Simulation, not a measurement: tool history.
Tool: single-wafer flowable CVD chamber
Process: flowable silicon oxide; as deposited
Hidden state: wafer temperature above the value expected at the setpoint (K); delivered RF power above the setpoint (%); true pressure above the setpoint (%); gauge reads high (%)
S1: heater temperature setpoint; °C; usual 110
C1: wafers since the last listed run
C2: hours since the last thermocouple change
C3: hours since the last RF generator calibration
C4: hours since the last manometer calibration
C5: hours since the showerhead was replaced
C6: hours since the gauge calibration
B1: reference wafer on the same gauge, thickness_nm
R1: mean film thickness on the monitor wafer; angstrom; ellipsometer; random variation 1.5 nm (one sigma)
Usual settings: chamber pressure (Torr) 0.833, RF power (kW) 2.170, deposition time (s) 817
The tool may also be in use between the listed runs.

{"run": 1, "hour": 0.0, "S1": 110, "chamber pressure (Torr)": 0.833, "RF power (kW)": 2.17, "deposition time (s)": 817, "C1": 0, "C2": 2076.9, "C3": 1559.3, "C4": 2283.1, "C5": 3351.9, "C6": 216.5, "B1": 424.238, "R1": 3362.7}
{"run": 2, "hour": 9.2, "S1": 110, "chamber pressure (Torr)": 0.833, "RF power (kW)": 2.17, "deposition time (s)": 817, "C1": 15, "C2": 2086.1, "C3": 1568.5, "C4": 2292.3, "C5": 3361.1, "C6": 225.7, "B1": 424.121, "R1": 3339.75}
{"run": 3, "hour": 20.7, "S1": 110, "chamber pressure (Torr)": 0.833, "RF power (kW)": 2.17, "deposition time (s)": 817, "C1": 19, "C2": 2097.6, "C3": 1580.0, "C4": 2303.8, "C5": 3372.6, "C6": 237.2, "B1": 424.145, "R1": 3342.7}
{"run": 4, "hour": 33.5, "S1": 110, "chamber pressure (Torr)": 0.833, "RF power (kW)": 2.46, "deposition time (s)": 817, "C1": 21, "C2": 2110.4, "C3": 1592.8, "C4": 2316.6, "C5": 3385.4, "C6": 250.0, "B1": 424.183, "R1": 3422.43}
{"run": 5, "hour": 48.5, "S1": 114, "chamber pressure (Torr)": 0.833, "RF power (kW)": 2.17, "deposition time (s)": 817, "C1": 24, "C2": 2125.4, "C3": 1607.8, "C4": 2331.6, "C5": 3400.4, "C6": 265.0, "B1": 424.111, "R1": 2999.52}
{"run": 6, "hour": 66.4, "S1": 114, "chamber pressure (Torr)": 0.833, "RF power (kW)": 2.17, "deposition time (s)": 817, "C1": 29, "C2": 2143.3, "C3": 1625.7, "C4": 2349.5, "C5": 3418.3, "C6": 282.9, "B1": 423.949, "R1": 2993.21}
{"run": 7, "hour": 74.1, "S1": 114, "chamber pressure (Torr)": 0.833, "RF power (kW)": 2.17, "deposition time (s)": 817, "C1": 12, "C2": 2151.0, "C3": 1633.4, "C4": 2357.2, "C5": 3426.0, "C6": 290.6, "B1": 424.136, "R1": 2985.33}
{"run": 8, "hour": 84.1, "S1": 110, "chamber pressure (Torr)": 0.734, "RF power (kW)": 2.17, "deposition time (s)": 817, "C1": 16, "C2": 2161.0, "C3": 1643.4, "C4": 2367.2, "C5": 3436.0, "C6": 300.6, "B1": 423.921, "R1": 2921.54}
{"run": 9, "hour": 90.1, "S1": 110, "chamber pressure (Torr)": 0.833, "RF power (kW)": 2.17, "deposition time (s)": 817, "C1": 9, "C2": 2167.0, "C3": 1649.4, "C4": 2373.2, "C5": 3442.0, "C6": 306.6, "B1": 424.002, "R1": 3310.46}
{"hour": 104.8, "done": "gauge calibrated"}
{"hour": 110.9, "done": "thermocouple changed; heater temperature recalibrated"}
{"run": 10, "hour": 111.4, "S1": 110, "chamber pressure (Torr)": 0.833, "RF power (kW)": 2.17, "deposition time (s)": 817, "C1": 21, "C2": 0.5, "C3": 1670.7, "C4": 2394.5, "C5": 3463.3, "C6": 6.6, "B1": 423.849, "R1": 3742.23}
{"run": 11, "hour": 118.2, "S1": 110, "chamber pressure (Torr)": 0.833, "RF power (kW)": 2.17, "deposition time (s)": 817, "C1": 11, "C2": 7.3, "C3": 1677.5, "C4": 2401.3, "C5": 3470.1, "C6": 13.4, "B1": 423.747, "R1": 3764.67}
{"run": 12, "hour": 131.1, "S1": 110, "chamber pressure (Torr)": 0.833, "RF power (kW)": 2.17, "deposition time (s)": 817, "C1": 21, "C2": 20.2, "C3": 1690.4, "C4": 2414.2, "C5": 3483.0, "C6": 26.3, "B1": 423.996, "R1": 3730.67}
{"run": 13, "hour": 142.7, "S1": 105, "chamber pressure (Torr)": 0.7, "RF power (kW)": 1.92, "deposition time (s)": 751, "C1": 19, "C2": 31.8, "C3": 1702.0, "C4": 2425.8, "C5": 3494.6, "C6": 37.9, "B1": 423.97, "R1": 3220.61}
{"run": 14, "hour": 150.9, "S1": 110, "chamber pressure (Torr)": 0.833, "RF power (kW)": 2.17, "deposition time (s)": 753, "C1": 13, "C2": 40.0, "C3": 1710.2, "C4": 2434.0, "C5": 3502.8, "C6": 46.1, "B1": 423.938, "R1": 3455.31}
{"run": 15, "hour": 166.1, "S1": 110, "chamber pressure (Torr)": 0.833, "RF power (kW)": 2.36, "deposition time (s)": 907, "C1": 25, "C2": 55.2, "C3": 1725.4, "C4": 2449.2, "C5": 3518.0, "C6": 61.3, "B1": 424.077, "R1": 4218.71}
{"hour": 184.7, "done": "showerhead replaced"}
{"hour": 190.3, "done": "capacitance manometer re-zeroed and calibrated"}
{"run": 16, "hour": 190.8, "S1": 110, "chamber pressure (Torr)": 0.901, "RF power (kW)": 2.52, "deposition time (s)": 817, "C1": 18, "C2": 79.9, "C3": 1750.1, "C4": 0.5, "C5": 6.1, "C6": 86.0, "B1": 424.348, "R1": 4166.97}
{"hour": 201.5, "done": "RF generator calibrated"}
{"run": 17, "hour": 202.0, "S1": 103, "chamber pressure (Torr)": 1.007, "RF power (kW)": 2.17, "deposition time (s)": 817, "C1": 5, "C2": 91.1, "C3": 0.5, "C4": 11.7, "C5": 17.3, "C6": 97.2, "B1": 423.509, "R1": 5549.22}
{"run": 18, "hour": 211.9, "S1": 124, "chamber pressure (Torr)": 0.7, "RF power (kW)": 2.53, "deposition time (s)": 817, "C1": 16, "C2": 101.0, "C3": 10.4, "C4": 21.6, "C5": 27.2, "C6": 107.1, "B1": 423.796, "R1": 2242.69}
{"run": 19, "hour": 220.9, "S1": 98, "chamber pressure (Torr)": 0.952, "RF power (kW)": 2.17, "deposition time (s)": 712, "C1": 14, "C2": 110.0, "C3": 19.4, "C4": 30.6, "C5": 36.2, "C6": 116.1, "B1": 424.26, "R1": 5329.39}
{"run": 20, "hour": 236.9, "S1": 110, "chamber pressure (Torr)": 0.833, "RF power (kW)": 2.36, "deposition time (s)": 907, "C1": 26, "C2": 126.0, "C3": 35.4, "C4": 46.6, "C5": 52.2, "C6": 132.1, "B1": 423.94, "R1": 4222.16}
{"run": 21, "hour": 253.4, "S1": 98, "chamber pressure (Torr)": 0.952, "RF power (kW)": 2.17, "deposition time (s)": 712, "C1": 27, "C2": 142.5, "C3": 51.9, "C4": 63.1, "C5": 68.7, "C6": 148.6, "B1": 423.732, "R1": 5316.45}
{"run": 22, "hour": 267.3, "S1": 110, "chamber pressure (Torr)": 0.833, "RF power (kW)": 2.17, "deposition time (s)": 817, "C1": 22, "C2": 156.4, "C3": 65.8, "C4": 77.0, "C5": 82.6, "C6": 162.5, "B1": 423.928, "R1": 3728.05}

Hidden state or all else? Some run-to-run changes of R1, split into what the settings, what came in and random variation would give without the hidden state, and what is left for the hidden state (with any gauge scatter that isn't in both results):
Run 9 -> 10: gauge calibrated, thermocouple changed; heater temperature recalibrated. R1 +431.77 angstrom: hidden state +437.97, all else -6.20.
Run 17 -> 18: S1 103 -> 124, chamber pressure (Torr) 1.007 -> 0.700, RF power (kW) 2.170 -> 2.530. R1 -3306.53 angstrom: hidden state +87.10, all else -3393.63.
Run 18 -> 19: S1 124 -> 98, chamber pressure (Torr) 0.700 -> 0.952, RF power (kW) 2.530 -> 2.170, deposition time (s) 817 -> 712. R1 +3086.70 angstrom: hidden state -79.74, all else +3166.44.
